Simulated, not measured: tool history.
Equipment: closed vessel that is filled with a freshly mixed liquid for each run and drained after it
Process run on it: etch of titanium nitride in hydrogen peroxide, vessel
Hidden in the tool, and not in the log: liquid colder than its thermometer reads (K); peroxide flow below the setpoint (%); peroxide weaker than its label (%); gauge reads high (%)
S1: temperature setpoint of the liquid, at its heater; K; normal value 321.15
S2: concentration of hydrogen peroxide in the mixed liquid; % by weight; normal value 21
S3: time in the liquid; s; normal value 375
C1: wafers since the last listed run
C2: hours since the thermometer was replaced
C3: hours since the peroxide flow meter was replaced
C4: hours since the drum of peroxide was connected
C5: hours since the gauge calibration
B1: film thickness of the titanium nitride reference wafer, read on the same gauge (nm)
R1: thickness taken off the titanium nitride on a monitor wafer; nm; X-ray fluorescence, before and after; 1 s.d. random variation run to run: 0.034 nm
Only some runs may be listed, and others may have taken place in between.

run	hour	S1	S2	S3	C1	C2	C3	C4	C5	B1	R1
1	0	321.15	21	375	0	1011.8	710	540.2	239	130.02	7.65
# hour 17.8: peroxide flow meter replaced
# hour 37.4: new drum of peroxide connected
2	71.2	321.15	21	545	5703	1083	53.4	33.8	310.2	130.05	11.27
3	115.8	321.15	21	545	3675	1127.6	98	78.4	354.8	130.03	11.35
4	178.9	321.15	16.5	375	5200	1190.7	161.1	141.5	417.9	129.99	7.34
5	218.1	321.15	16.5	375	3230	1229.9	200.3	180.7	457.1	129.99	7.37
6	281.8	321.15	16.5	375	5249	1293.6	264	244.4	520.8	130.05	7.38
7	320.7	321.15	21	375	3205	1332.5	302.9	283.3	559.7	129.99	7.74
8	386	321.15	21	375	5381	1397.8	368.2	348.6	625	130.02	7.75
9	430.3	321.15	21	375	3650	1442.1	412.5	392.9	669.3	130.03	7.71
10	470.8	321.15	24	375	3337	1482.6	453	433.4	709.8	130.01	7.96
11	525.2	321.15	21	375	4483	1537	507.4	487.8	764.2	130.02	7.7
12	593.5	321.15	21	375	5628	1605.3	575.7	556.1	832.5	130.03	7.63
# hour 652.3: thermometer replaced
13	657.3	325.65	21	375	5175	5	639.5	619.9	896.3	129.93	10.59
14	694.7	321.15	21	240	3082	42.4	676.9	657.3	933.7	130.04	4.91
# hour 746.9: new drum of peroxide connected
15	762.6	321.15	24.5	375	5513	110.3	744.8	15.7	1001.6	129.99	8.06
16	798.4	323.65	27	190	2950	146.1	780.6	51.5	1037.4	130.01	4.99
# hour 808: peroxide flow meter replaced
17	857.6	324.65	25	540	4796	205.3	49.6	110.7	1096.6	129.99	14.94
18	882.6	324.65	14.5	595	2060	230.3	74.6	135.7	1121.6	130.01	14.73
19	947.1	317.15	26.5	525	5315	294.8	139.1	200.2	1186.1	130.02	8.51
# hour 951.6: gauge calibrated
20	979.6	321.15	26	375	2678	327.3	171.6	232.7	28	130	8.18
21	1006.2	321.15	21	375	2192	353.9	198.2	259.3	54.6	129.98	7.76
22	1075.9	321.15	21	375	5744	423.6	267.9	329	124.3	130.01	7.79
23	1132.9	324.15	25	250	4697	480.6	324.9	386	181.3	129.99	6.66
24	1186.5	325.65	26	375	4417	534.2	378.5	439.6	234.9	130.01	11.15
25	1233.3	321.15	21	375	3857	581	425.3	486.4	281.7	130.01	7.72
26	1284.7	321.15	21	375	4236	632.4	476.7	537.8	333.1	130.03	7.75
27	1350.8	312.15	25.5	375	5447	698.5	542.8	603.9	399.2	130	4.07
# hour 1372.7: new drum of peroxide connected
28	1394.3	317.15	21	515	3502	742	586.3	21.6	442.7	129.93	7.96

Run by run, hidden condition taken away, random variation retained:
run	R1
1	7.77
2	11.29
3	11.38
4	7.37
5	7.41
6	7.43
7	7.8
8	7.83
9	7.79
10	8.06
11	7.81
12	7.75
13	10.78
14	5
15	8.07
16	5
17	14.99
18	14.8
19	8.57
20	8.23
21	7.82
22	7.86
23	6.73
24	11.29
25	7.82
26	7.87
27	4.14
28	7.97
